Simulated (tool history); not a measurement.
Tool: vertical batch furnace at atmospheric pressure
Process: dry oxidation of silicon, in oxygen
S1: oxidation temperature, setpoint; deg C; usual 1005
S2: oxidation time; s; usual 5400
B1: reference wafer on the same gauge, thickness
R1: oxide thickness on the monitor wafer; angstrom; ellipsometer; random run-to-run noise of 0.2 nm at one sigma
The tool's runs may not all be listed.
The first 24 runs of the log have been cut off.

Run 25, hour 1828.2: usual settings but S2 6090 s; B1 61.09. Result: R1 672.9 angstrom.
Run 26, hour 1897.5: usual settings but S1 981 deg C, S2 4200 s; B1 61.12. Result: R1 414.2 angstrom.
At hour 1977.0: gauge calibrated.
At hour 1980.0: boat lift adjusted.
Run 27, hour 2208.8: usual settings but S2 7350 s; B1 61.12. Result: R1 770.5 angstrom.
Run 28, hour 2305.0: usual settings but S1 1018 deg C, S2 6480 s; B1 61.13. Result: R1 798.6 angstrom.
Run 29, hour 2374.7: usual settings; B1 61.11. Result: R1 620.4 angstrom.
Run 30, hour 2458.3: usual settings but S1 1020 deg C, S2 2940 s; B1 61.11. Result: R1 482.5 angstrom.
Run 31, hour 2522.9: usual settings but S2 6180 s; B1 61.07. Result: R1 683.8 angstrom.
Run 32, hour 2608.8: usual settings; B1 61.05. Result: R1 622.0 angstrom.
Run 33, hour 2696.7: usual settings but S1 990 deg C, S2 3180 s; B1 61.08. Result: R1 377.8 angstrom.
Run 34, hour 2757.5: usual settings but S1 1012 deg C, S2 3210 s; B1 61.06. Result: R1 472.3 angstrom.

Consider 3 possible next runs. They are alternatives, not a sequence: every one starts from the tool as it was left by run 34. What does each give?
Run A, hour 2763.2: usual settings but S1 1020 deg C; B1 ?. Result: R1 ?.
Run B, hour 2763.2: usual settings but S2 3750 s; B1 ?. Result: R1 ?.
Run C, hour 2763.2: usual settings but S1 985 deg C, S2 3810 s; B1 ?. Result: R1 ?.

run     B1     R1
  A  61.05  716.3
  B  61.05  488.4
  C  61.05  405.4
The same runs, with their run-to-run variation unchanged, on a tool lacking any hidden condition would have given:
run     R1
  A  723.2
  B  493.4
  C  409.2
